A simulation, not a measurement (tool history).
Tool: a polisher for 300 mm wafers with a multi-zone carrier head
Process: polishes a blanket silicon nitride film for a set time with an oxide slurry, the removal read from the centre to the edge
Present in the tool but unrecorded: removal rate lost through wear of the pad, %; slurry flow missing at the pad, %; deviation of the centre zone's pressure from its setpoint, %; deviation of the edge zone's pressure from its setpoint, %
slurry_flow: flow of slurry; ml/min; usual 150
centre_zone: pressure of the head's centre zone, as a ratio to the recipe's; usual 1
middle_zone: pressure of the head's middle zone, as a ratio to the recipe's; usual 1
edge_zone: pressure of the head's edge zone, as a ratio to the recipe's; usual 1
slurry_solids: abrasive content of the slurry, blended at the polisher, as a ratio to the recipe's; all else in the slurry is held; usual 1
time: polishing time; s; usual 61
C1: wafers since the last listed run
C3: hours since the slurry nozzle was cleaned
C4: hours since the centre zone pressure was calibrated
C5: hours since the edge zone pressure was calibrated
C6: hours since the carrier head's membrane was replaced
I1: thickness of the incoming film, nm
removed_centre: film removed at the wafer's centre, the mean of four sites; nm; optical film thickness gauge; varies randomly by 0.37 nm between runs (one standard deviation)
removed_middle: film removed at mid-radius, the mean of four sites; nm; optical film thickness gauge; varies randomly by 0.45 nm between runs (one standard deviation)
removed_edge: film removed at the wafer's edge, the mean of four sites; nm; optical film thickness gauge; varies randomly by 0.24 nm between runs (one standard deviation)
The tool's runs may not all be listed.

{"run": 1, "day": 0.0, "slurry_flow": 150, "centre_zone": 1, "middle_zone": 1, "edge_zone": 1, "slurry_solids": 1, "time": 61, "C1": 0, "wafers polished on this pad": 954, "C3": 50.6, "C4": 489.7, "C5": 467.1, "C6": 1555.4, "I1": 257.1, "removed_centre": 33, "removed_middle": 31.9, "removed_edge": 32.5}
{"run": 2, "day": 1.704, "slurry_flow": 150, "centre_zone": 1, "middle_zone": 1, "edge_zone": 1, "slurry_solids": 1, "time": 61, "C1": 327, "wafers polished on this pad": 1281, "C3": 91.5, "C4": 530.6, "C5": 508, "C6": 1596.3, "I1": 260, "removed_centre": 32.4, "removed_middle": 31.7, "removed_edge": 32.6}
{"run": 3, "day": 3.662, "slurry_flow": 150, "centre_zone": 0.95, "middle_zone": 1, "edge_zone": 1.1, "slurry_solids": 1.15, "time": 72, "C1": 376, "wafers polished on this pad": 1657, "C3": 138.5, "C4": 577.6, "C5": 555, "C6": 1643.3, "I1": 256.2, "removed_centre": 38.7, "removed_middle": 39.1, "removed_edge": 42.1}
{"day": 4.083, "done": "carrier head's membrane replaced by a new one"}
{"run": 4, "day": 5.212, "slurry_flow": 130, "centre_zone": 1, "middle_zone": 1, "edge_zone": 1, "slurry_solids": 1, "time": 61, "C1": 257, "wafers polished on this pad": 1915, "C3": 175.7, "C4": 614.8, "C5": 592.2, "C6": 27.1, "I1": 258.3, "removed_centre": 30.8, "removed_middle": 30.2, "removed_edge": 31.4}
{"run": 5, "day": 6.971, "slurry_flow": 150, "centre_zone": 1, "middle_zone": 1, "edge_zone": 1.11, "slurry_solids": 1, "time": 61, "C1": 337, "wafers polished on this pad": 2252, "C3": 217.9, "C4": 657, "C5": 634.4, "C6": 69.3, "I1": 259.7, "removed_centre": 31.8, "removed_middle": 31.5, "removed_edge": 33.4}
{"run": 6, "day": 9.354, "slurry_flow": 130, "centre_zone": 0.89, "middle_zone": 1, "edge_zone": 1, "slurry_solids": 1, "time": 61, "C1": 457, "wafers polished on this pad": 2710, "C3": 275.1, "C4": 714.2, "C5": 691.6, "C6": 126.5, "I1": 260.6, "removed_centre": 27.3, "removed_middle": 30.5, "removed_edge": 31.1}
{"run": 7, "day": 11.171, "slurry_flow": 125, "centre_zone": 1, "middle_zone": 1, "edge_zone": 1, "slurry_solids": 1, "time": 61, "C1": 348, "wafers polished on this pad": 3059, "C3": 318.7, "C4": 757.8, "C5": 735.2, "C6": 170.1, "I1": 256.1, "removed_centre": 30.2, "removed_middle": 29.3, "removed_edge": 30.5}
{"day": 12.096, "done": "worn pad replaced by a new one"}
{"day": 12.379, "done": "slurry nozzle cleaned"}
{"run": 8, "day": 13.483, "slurry_flow": 150, "centre_zone": 0.88, "middle_zone": 0.89, "edge_zone": 1, "slurry_solids": 1.1, "time": 61, "C1": 404, "wafers polished on this pad": 258, "C3": 26.5, "C4": 813.3, "C5": 790.7, "C6": 225.6, "I1": 258.4, "removed_centre": 30.4, "removed_middle": 30.4, "removed_edge": 34.4}
{"run": 9, "day": 16.071, "slurry_flow": 150, "centre_zone": 1, "middle_zone": 1, "edge_zone": 1, "slurry_solids": 1, "time": 61, "C1": 496, "wafers polished on this pad": 755, "C3": 88.6, "C4": 875.4, "C5": 852.8, "C6": 287.7, "I1": 262.1, "removed_centre": 32.7, "removed_middle": 32.8, "removed_edge": 32.8}
{"run": 10, "day": 18.979, "slurry_flow": 150, "centre_zone": 1.11, "middle_zone": 1, "edge_zone": 1, "slurry_solids": 1, "time": 61, "C1": 558, "wafers polished on this pad": 1313, "C3": 158.4, "C4": 945.2, "C5": 922.6, "C6": 357.5, "I1": 260.8, "removed_centre": 36.2, "removed_middle": 32, "removed_edge": 32.2}
{"day": 19.075, "done": "edge zone pressure recalibrated"}
{"run": 11, "day": 20.95, "slurry_flow": 165, "centre_zone": 1.05, "middle_zone": 1, "edge_zone": 1.1, "slurry_solids": 1.3, "time": 61, "C1": 362, "wafers polished on this pad": 1676, "C3": 205.7, "C4": 992.5, "C5": 45, "C6": 404.8, "I1": 262.4, "removed_centre": 38.7, "removed_middle": 35.5, "removed_edge": 37.8}
{"day": 21.538, "done": "centre zone pressure recalibrated"}
{"run": 12, "day": 23.029, "slurry_flow": 150, "centre_zone": 1, "middle_zone": 1, "edge_zone": 1, "slurry_solids": 1, "time": 55, "C1": 383, "wafers polished on this pad": 2059, "C3": 255.6, "C4": 35.8, "C5": 94.9, "C6": 454.7, "I1": 263.8, "removed_centre": 28.7, "removed_middle": 27.7, "removed_edge": 29}
{"day": 25.296, "done": "worn pad replaced by a new one"}
{"run": 13, "day": 25.317, "slurry_flow": 150, "centre_zone": 1, "middle_zone": 0.93, "edge_zone": 1, "slurry_solids": 1, "time": 61, "C1": 407, "wafers polished on this pad": 4, "C3": 310.5, "C4": 90.7, "C5": 149.8, "C6": 509.6, "I1": 261.9, "removed_centre": 33.3, "removed_middle": 30.7, "removed_edge": 33.4}
{"run": 14, "day": 27.562, "slurry_flow": 150, "centre_zone": 1, "middle_zone": 1, "edge_zone": 0.91, "slurry_solids": 1, "time": 61, "C1": 431, "wafers polished on this pad": 435, "C3": 364.4, "C4": 144.6, "C5": 203.7, "C6": 563.5, "I1": 259.7, "removed_centre": 33.4, "removed_middle": 32.4, "removed_edge": 31.9}
{"day": 27.712, "done": "slurry nozzle cleaned"}
{"run": 15, "day": 29.092, "slurry_flow": 150, "centre_zone": 1.07, "middle_zone": 1, "edge_zone": 1, "slurry_solids": 0.85, "time": 61, "C1": 285, "wafers polished on this pad": 721, "C3": 33.1, "C4": 181.3, "C5": 240.4, "C6": 600.2, "I1": 260.8, "removed_centre": 33.1, "removed_middle": 29.9, "removed_edge": 30.7}
{"run": 16, "day": 30.404, "slurry_flow": 150, "centre_zone": 1, "middle_zone": 1, "edge_zone": 0.89, "slurry_solids": 1, "time": 61, "C1": 252, "wafers polished on this pad": 973, "C3": 64.6, "C4": 212.8, "C5": 271.9, "C6": 631.7, "I1": 264.1, "removed_centre": 33, "removed_middle": 32, "removed_edge": 31.1}
{"run": 17, "day": 32.629, "slurry_flow": 150, "centre_zone": 1, "middle_zone": 1, "edge_zone": 1.05, "slurry_solids": 1, "time": 61, "C1": 427, "wafers polished on this pad": 1400, "C3": 118, "C4": 266.2, "C5": 325.3, "C6": 685.1, "I1": 262.5, "removed_centre": 32.9, "removed_middle": 31.9, "removed_edge": 33.2}
{"run": 18, "day": 34.858, "slurry_flow": 150, "centre_zone": 1, "middle_zone": 1.03, "edge_zone": 1, "slurry_solids": 1, "time": 61, "C1": 428, "wafers polished on this pad": 1828, "C3": 171.5, "C4": 319.7, "C5": 378.8, "C6": 738.6, "I1": 258.4, "removed_centre": 32.1, "removed_middle": 32.4, "removed_edge": 32.6}
{"run": 19, "day": 38.496, "slurry_flow": 130, "centre_zone": 1, "middle_zone": 1, "edge_zone": 1, "slurry_solids": 1, "time": 61, "C1": 698, "wafers polished on this pad": 2526, "C3": 258.8, "C4": 407, "C5": 466.1, "C6": 825.9, "I1": 262.3, "removed_centre": 31.2, "removed_middle": 29.8, "removed_edge": 31.2}
{"run": 20, "day": 40.671, "slurry_flow": 110, "centre_zone": 1, "middle_zone": 1, "edge_zone": 1, "slurry_solids": 1, "time": 61, "C1": 417, "wafers polished on this pad": 2944, "C3": 311, "C4": 459.2, "C5": 518.3, "C6": 878.1, "I1": 259.9, "removed_centre": 29.2, "removed_middle": 28.5, "removed_edge": 30.4}
{"day": 41.629, "done": "worn pad replaced by a new one"}
{"run": 21, "day": 42.883, "slurry_flow": 170, "centre_zone": 1, "middle_zone": 1, "edge_zone": 1.11, "slurry_solids": 1.2, "time": 71, "C1": 392, "wafers polished on this pad": 240, "C3": 364.1, "C4": 512.3, "C5": 571.4, "C6": 931.2, "I1": 259.8, "removed_centre": 43.2, "removed_middle": 42.4, "removed_edge": 44.1}

For some of the steps in removed_centre from one run to the next: how much would appear even if the tool had no hidden state, given the settings, what came in and random variation, and how much remains for the hidden state plus any gauge scatter that the measured result and the result without hidden state don't share?
Run 7 -> 8: slurry_flow 125 -> 150, centre_zone 1 -> 0.88, middle_zone 1 -> 0.89, slurry_solids 1 -> 1.1, worn pad replaced by a new one, slurry nozzle cleaned. removed_centre +0.2 nm: hidden state +1.4, all else -1.2.
Run 11 -> 12: slurry_flow 165 -> 150, centre_zone 1.05 -> 1, edge_zone 1.1 -> 1, slurry_solids 1.3 -> 1, time 61 -> 55, centre zone pressure recalibrated. removed_centre -10 nm: hidden state +0.2, all else -10.2.
Run 20 -> 21: slurry_flow 110 -> 170, edge_zone 1 -> 1.11, slurry_solids 1 -> 1.2, time 61 -> 71, worn pad replaced by a new one. removed_centre +14 nm: hidden state +1.3, all else +12.7.
